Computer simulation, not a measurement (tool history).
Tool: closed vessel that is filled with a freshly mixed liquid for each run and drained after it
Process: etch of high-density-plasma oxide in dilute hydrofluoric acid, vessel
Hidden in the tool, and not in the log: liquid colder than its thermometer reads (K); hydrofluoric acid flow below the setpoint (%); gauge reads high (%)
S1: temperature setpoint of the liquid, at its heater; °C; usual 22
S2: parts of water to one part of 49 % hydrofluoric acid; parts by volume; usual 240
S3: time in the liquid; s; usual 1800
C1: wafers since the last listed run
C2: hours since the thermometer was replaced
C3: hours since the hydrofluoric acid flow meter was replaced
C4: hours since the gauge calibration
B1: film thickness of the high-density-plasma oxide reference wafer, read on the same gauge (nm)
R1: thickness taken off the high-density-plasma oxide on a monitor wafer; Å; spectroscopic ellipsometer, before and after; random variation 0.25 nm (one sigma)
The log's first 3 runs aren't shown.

run,day,S1,S2,S3,C1,C2,C3,C4,B1,R1
4,4.667,22,240,1800,1878,151.1,351,1874.9,130,291.9
5,6.8,22,240,1800,2459,202.3,402.2,1926.1,129.99,291.2
6,9.708,22,240,1800,3353,272.1,472,1995.9,130,288.4
7,10.792,22,240,1800,1249,298.1,498,2021.9,130,286.5
8,13.146,23.5,240,1800,2714,354.6,554.5,2078.4,129.98,303.7
# day 15.096: gauge calibrated
9,15.983,23.5,240,1800,3271,422.7,622.6,21.3,129.99,298.3
10,18.042,23.5,240,1800,2373,472.1,672,70.7,130.01,293.5
11,20.404,22,240,1800,2724,528.8,728.7,127.4,130,274.1
12,22.075,22,240,1800,1926,568.9,768.8,167.5,130,271.9
13,24.438,19,240,2185,2724,625.6,825.5,224.2,130.01,291.3
14,25.608,22,240,1800,1350,653.7,853.6,252.3,130.03,267.6
15,26.746,22,240,1800,1311,681,880.9,279.6,130,265.5
# day 27.521: thermometer replaced
16,28.946,22,240,2520,2488,34.2,933.7,332.4,129.99,408.1
17,31.208,22,240,1800,2608,88.5,988,386.7,130.01,286.4
18,32.675,22,240,1800,1691,123.7,1023.2,421.9,130,282.2
19,35.154,18,175,1355,2858,183.2,1082.7,481.4,130.01,265.2
20,38.058,20,305,1360,3348,252.9,1152.4,551.1,130,142.7
21,43.708,22,335,1800,6514,388.5,1288,686.7,129.99,176.7

Run 22 comes next. What will it give?
# day 44.854: hydrofluoric acid flow meter replaced
22,45.721,17.5,325,775,2272,436.8,20.8,735,?,?

B1: 130.02
R1: 70.5 Å
Without the tool's hidden state the same run would have given R1 76.6 Å.
